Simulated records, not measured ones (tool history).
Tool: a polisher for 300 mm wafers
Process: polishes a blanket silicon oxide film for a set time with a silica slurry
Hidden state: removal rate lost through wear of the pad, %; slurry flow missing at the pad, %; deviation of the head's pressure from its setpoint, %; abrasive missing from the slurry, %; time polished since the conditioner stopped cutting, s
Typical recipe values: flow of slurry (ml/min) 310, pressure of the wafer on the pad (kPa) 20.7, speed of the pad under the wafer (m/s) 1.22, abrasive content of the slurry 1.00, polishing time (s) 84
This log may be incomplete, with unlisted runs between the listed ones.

| run | hour | flow of slurry (ml/min) | pressure of the wafer on the pad (kPa) | speed of the pad under the wafer (m/s) | abrasive content of the slurry | polishing time (s) | wafers since the last listed run | wafers polished on this pad | hours since the slurry nozzle was cleaned | hours since the head pressure was calibrated | hours since the slurry blender was calibrated | hours since the conditioning disc was replaced | incoming thickness of the incoming film, nm | film removed (Å) |
|---|---|---|---|---|---|---|---|---|---|---|---|---|---|---|
| 1 | 0.0 | 310 | 20.7 | 1.22 | 1.00 | 84 | 0 | 1420 | 351.1 | 36.4 | 200.4 | 374.6 | 1622.6 | 2195 |
|  | 10.1 | worn pad replaced by a new one |
| 2 | 22.0 | 310 | 20.7 | 1.22 | 1.00 | 84 | 171 | 113 | 373.1 | 58.4 | 222.4 | 396.6 | 1623.5 | 2288 |
|  | 28.7 | conditioning disc replaced and pad reconditioned |
| 3 | 51.0 | 310 | 20.7 | 1.22 | 1.00 | 84 | 257 | 371 | 402.1 | 87.4 | 251.4 | 22.3 | 1622.8 | 2281 |
| 4 | 63.8 | 310 | 20.7 | 1.22 | 1.00 | 84 | 122 | 493 | 414.9 | 100.2 | 264.2 | 35.1 | 1649.5 | 2278 |
| 5 | 79.0 | 310 | 20.7 | 1.22 | 1.00 | 84 | 145 | 638 | 430.1 | 115.4 | 279.4 | 50.3 | 1638.6 | 2329 |
| 6 | 110.3 | 310 | 20.7 | 1.36 | 1.00 | 84 | 298 | 937 | 461.4 | 146.7 | 310.7 | 81.6 | 1609.8 | 2515 |
|  | 120.7 | slurry blender recalibrated |
| 7 | 144.3 | 310 | 23.4 | 1.22 | 1.00 | 84 | 305 | 1243 | 495.4 | 180.7 | 23.6 | 115.6 | 1644.8 | 2629 |
| 8 | 168.0 | 260 | 20.7 | 0.88 | 1.00 | 84 | 226 | 1469 | 519.1 | 204.4 | 47.3 | 139.3 | 1623.7 | 1800 |
|  | 188.8 | worn pad replaced by a new one |
| 9 | 194.7 | 310 | 20.7 | 1.22 | 1.20 | 84 | 216 | 56 | 545.8 | 231.1 | 74.0 | 166.0 | 1626.9 | 2505 |
| 10 | 214.7 | 310 | 20.7 | 1.22 | 1.00 | 96 | 191 | 247 | 565.8 | 251.1 | 94.0 | 186.0 | 1619.2 | 2655 |
| 11 | 244.8 | 310 | 20.7 | 1.40 | 1.00 | 84 | 287 | 534 | 595.9 | 281.2 | 124.1 | 216.1 | 1655.9 | 2618 |
|  | 263.4 | slurry nozzle cleaned |
| 12 | 274.3 | 375 | 20.7 | 1.40 | 1.25 | 95 | 272 | 807 | 10.9 | 310.7 | 153.6 | 245.6 | 1651.4 | 3338 |
| 13 | 286.7 | 310 | 20.7 | 1.22 | 1.00 | 111 | 118 | 925 | 23.3 | 323.1 | 166.0 | 258.0 | 1631.9 | 3068 |
| 14 | 306.9 | 310 | 20.7 | 1.48 | 1.00 | 84 | 192 | 1118 | 43.5 | 343.3 | 186.2 | 278.2 | 1626.6 | 2763 |
| 15 | 330.1 | 310 | 20.7 | 1.22 | 1.00 | 84 | 221 | 1340 | 66.7 | 366.5 | 209.4 | 301.4 | 1609.9 | 2381 |
| 16 | 356.0 | 250 | 17.2 | 1.10 | 1.00 | 56 | 247 | 1587 | 92.6 | 392.4 | 235.3 | 327.3 | 1613.2 | 1211 |
|  | 377.3 | worn pad replaced by a new one |
| 17 | 384.7 | 310 | 20.7 | 1.22 | 1.00 | 112 | 235 | 70 | 121.3 | 421.1 | 264.0 | 356.0 | 1635.2 | 3177 |
| 18 | 404.1 | 310 | 20.7 | 1.22 | 1.00 | 84 | 185 | 255 | 140.7 | 440.5 | 283.4 | 375.4 | 1625.0 | 2393 |
| 19 | 429.1 | 230 | 17.9 | 1.22 | 1.15 | 75 | 238 | 494 | 165.7 | 465.5 | 308.4 | 400.4 | 1636.9 | 1946 |
|  | 435.9 | slurry blender recalibrated |
| 20 | 455.4 | 245 | 20.7 | 1.22 | 1.10 | 84 | 232 | 726 | 192.0 | 491.8 | 19.5 | 426.7 | 1658.2 | 2516 |
| 21 | 471.3 | 310 | 16.5 | 1.22 | 1.00 | 84 | 151 | 878 | 207.9 | 507.7 | 35.4 | 442.6 | 1601.0 | 1956 |
| 22 | 504.0 | 310 | 20.7 | 1.22 | 1.00 | 84 | 312 | 1190 | 240.6 | 540.4 | 68.1 | 475.3 | 1644.5 | 2456 |
|  | 510.9 | conditioning disc replaced and pad reconditioned |
| 23 | 528.3 | 310 | 17.9 | 1.22 | 1.00 | 99 | 213 | 1403 | 264.9 | 564.7 | 92.4 | 17.4 | 1660.4 | 2527 |
|  | 533.0 | head pressure recalibrated |
|  | 542.9 | worn pad replaced by a new one |
| 24 | 562.2 | 310 | 20.7 | 1.22 | 1.00 | 84 | 266 | 184 | 298.8 | 29.2 | 126.3 | 51.3 | 1640.7 | 2285 |
| 25 | 592.3 | 310 | 20.7 | 1.62 | 1.00 | 74 | 287 | 472 | 328.9 | 59.3 | 156.4 | 81.4 | 1644.9 | 2483 |

Branching from run 25: 4 alternative next runs. What would each branch give?
| A | 592.7 | 310 | 20.7 | 1.22 | 1.00 | 84 | 3 | 476 | 329.3 | 59.7 | 156.8 | 81.8 | 1627.2 | ? |
| B | 592.7 | 310 | 20.7 | 1.22 | 1.15 | 84 | 3 | 476 | 329.3 | 59.7 | 156.8 | 81.8 | 1627.2 | ? |
| C | 592.7 | 265 | 20.7 | 1.22 | 1.00 | 84 | 3 | 476 | 329.3 | 59.7 | 156.8 | 81.8 | 1627.2 | ? |
| D | 592.7 | 310 | 15.9 | 1.22 | 1.15 | 84 | 3 | 476 | 329.3 | 59.7 | 156.8 | 81.8 | 1627.2 | ? |

| run | film removed (Å) |
|---|---|
| A | 2319 |
| B | 2474 |
| C | 2298 |
| D | 1897 |
What these runs would have given with no unlogged condition in the tool:
| run | film removed (Å) |
|---|---|
| A | 2298 |
| B | 2452 |
| C | 2278 |
| D | 1880 |

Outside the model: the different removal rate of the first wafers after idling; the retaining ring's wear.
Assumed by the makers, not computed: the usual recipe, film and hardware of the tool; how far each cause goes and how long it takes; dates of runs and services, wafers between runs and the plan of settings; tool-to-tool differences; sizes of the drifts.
